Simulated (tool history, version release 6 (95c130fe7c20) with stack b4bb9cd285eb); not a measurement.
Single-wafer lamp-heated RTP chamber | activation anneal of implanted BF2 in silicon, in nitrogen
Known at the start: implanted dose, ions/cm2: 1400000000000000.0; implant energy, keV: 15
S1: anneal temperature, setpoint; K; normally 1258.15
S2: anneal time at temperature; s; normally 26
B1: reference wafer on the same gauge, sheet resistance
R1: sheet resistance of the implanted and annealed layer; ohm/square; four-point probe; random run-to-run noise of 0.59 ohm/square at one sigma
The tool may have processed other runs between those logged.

run 1 day=0 | S1=1258.15 S2=21 | B1=249.79 | R1=228.46
-- day=0.179 gauge calibrated
run 2 day=1.3 | S1=1258.15 S2=21 | B1=255.89 | R1=235.52
run 3 day=2.496 | S1=1258.15 S2=21 | B1=256.02 | R1=234.65
-- day=3.162 reflector plate cleaned
-- day=4.3 pyrometer window cleaned and pyrometer calibrated
run 4 day=5.108 | S1=1258.15 S2=26 | B1=255.73 | R1=226.56
run 5 day=7.183 | S1=1244.15 S2=26 | B1=255.65 | R1=257.36
run 6 day=9.388 | S1=1244.15 S2=26 | B1=255.58 | R1=257.62
run 7 day=10.404 | S1=1244.15 S2=26 | B1=255.54 | R1=255.82
run 8 day=12.258 | S1=1258.15 S2=26 | B1=255.26 | R1=225.29
run 9 day=14.6 | S1=1258.15 S2=26 | B1=255.06 | R1=224.27
run 10 day=17.012 | S1=1258.15 S2=26 | B1=254.86 | R1=224.18
run 11 day=18.525 | S1=1258.15 S2=26 | B1=254.47 | R1=225.06
run 12 day=19.65 | S1=1258.15 S2=26 | B1=254.48 | R1=223.92
-- day=21.296 pyrometer window cleaned and pyrometer calibrated
run 13 day=22 | S1=1258.15 S2=26 | B1=254.2 | R1=223.92
run 14 day=23.204 | S1=1258.15 S2=26 | B1=253.77 | R1=224.45
run 15 day=24.271 | S1=1258.15 S2=26 | B1=253.65 | R1=223.3
run 16 day=26.875 | S1=1233.15 S2=20 | B1=253.18 | R1=289.96
run 17 day=29.733 | S1=1269.15 S2=14 | B1=252.42 | R1=225.54

The next listed run, before its measurement:
-- day=30.35 reflector plate cleaned
run 18 day=31.246 | S1=1258.15 S2=37 | B1=? | R1=?

Run 18 gave B1 252.25, R1 207.02 ohm/square.
If the tool had no hidden condition, the same run with the same run-to-run variation would have returned R1 209.31 ohm/square.

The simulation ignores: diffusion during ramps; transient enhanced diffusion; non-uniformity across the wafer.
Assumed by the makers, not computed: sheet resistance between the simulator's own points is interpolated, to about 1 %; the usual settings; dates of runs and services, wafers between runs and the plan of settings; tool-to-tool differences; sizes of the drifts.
